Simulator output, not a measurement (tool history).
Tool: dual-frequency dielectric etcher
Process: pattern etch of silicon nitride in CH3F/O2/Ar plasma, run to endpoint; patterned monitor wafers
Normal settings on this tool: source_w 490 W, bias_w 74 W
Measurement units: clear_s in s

run	day	source_w	bias_w	wafers since the last listed run	hours since the last wet clean	hours since the last source power generator calibration	hours since the last bias power generator calibration	hours since the last upper electrode change	incoming incoming film thickness, nm	clear_s
1	0	490	74	0	166.2	3494.2	2649.8	2095.5	44	61.6
2	8.433	490	74	1960	368.6	3696.6	2852.2	2297.9	44.01	60.8
3	10.479	490	74	475	417.7	3745.7	2901.3	2347	44.43	61.3
4	13.212	490	74	635	483.3	3811.3	2966.9	2412.6	43.89	60.3
# day 15.125: wet clean of the chamber
5	15.946	490	74	402	19.7	3876.9	3032.5	2478.2	43.75	58.8
6	18.362	540	74	561	77.7	3934.9	3090.5	2536.2	43.85	56.1
7	19.546	570	74	275	106.1	3963.3	3118.9	2564.6	43.93	54.6
8	21.667	440	74	492	157	4014.2	3169.8	2615.5	43.67	63.3
9	22.942	440	74	296	187.6	4044.8	3200.4	2646.1	43.77	63
10	24.638	440	74	394	228.3	4085.5	3241.1	2686.8	43.73	62.9
11	26.658	490	88	469	276.8	4134	3289.6	2735.3	43.54	54.6
# day 32.054: bias power generator calibrated
12	32.212	490	63	1252	410.1	4267.3	3.8	2868.6	43.29	61.6
# day 34.121: upper electrode replaced
13	34.142	490	63	215	456.4	4313.6	50.1	0.5	43.85	62.4
# day 39.883: wet clean of the chamber, repeated, since the last time left the tool worse
14	40.192	490	63	1173	7.4	4458.8	195.3	145.7	43.97	65.5
15	41.346	490	74	268	35.1	4486.5	223	173.4	43.47	61.1
16	45.388	610	60	939	132.1	4583.5	320	270.4	43.31	57.6
17	47.371	540	68	460	179.7	4631.1	367.6	318	44.08	60
18	49.075	490	67	396	220.6	4672	408.5	358.9	43.38	62.6
19	51.467	490	74	555	278	4729.4	465.9	416.3	43.91	61.2
20	53.075	540	84	373	316.6	4768	504.5	454.9	44.06	55
21	57.646	450	63	1062	426.3	4877.7	614.2	564.6	43.62	67.3
22	58.712	430	57	247	451.9	4903.3	639.8	590.2	43.63	71.8
23	61.512	570	58	650	519.1	4970.5	707	657.4	43.72	60.3
# day 62.583: wet clean of the chamber
24	63.8	540	68	299	29.2	5025.4	761.9	712.3	43.89	60.2
# day 65.267: source power generator calibrated
25	66.038	490	86	481	82.9	18.5	815.6	766	44.04	58
26	68.921	490	74	670	152.1	87.7	884.8	835.2	44.11	61.9
27	71.792	550	58	667	221	156.6	953.7	904.1	43.98	62.4
28	73.95	440	74	501	272.8	208.4	1005.5	955.9	44.24	65.6
29	76.142	490	74	509	325.4	261	1058.1	1008.5	43.9	60.7
30	77.417	490	74	296	356	291.6	1088.7	1039.1	44.07	61.2
31	78.846	490	61	332	390.3	325.9	1123	1073.4	44.15	65.6
32	81.575	490	74	634	455.8	391.4	1188.5	1138.9	44.02	60.4
33	82.971	560	84	324	489.3	424.9	1222	1172.4	43.79	53.2
# day 85.142: wet clean of the chamber
34	85.162	530	68	276	0.5	477.5	1274.6	1225	44.38	61.6
35	87.225	570	62	479	50	527	1324.1	1274.5	43.98	60.8
36	89.708	380	62	577	109.6	586.6	1383.7	1334.1	43.92	77.6

3 ways to go on from here, each from the tool as it stands after run 36. What would each give?
A	89.725	490	74	3	110	587	1384.1	1334.5	43.82	?
B	89.725	430	59	3	110	587	1384.1	1334.5	43.82	?
C	89.725	420	63	3	110	587	1384.1	1334.5	43.82	?

run	clear_s
A	61.1
B	72.1
C	71.4
What these runs would have given with no unlogged condition in the tool:
run	clear_s
A	61.4
B	72.4
C	71.7
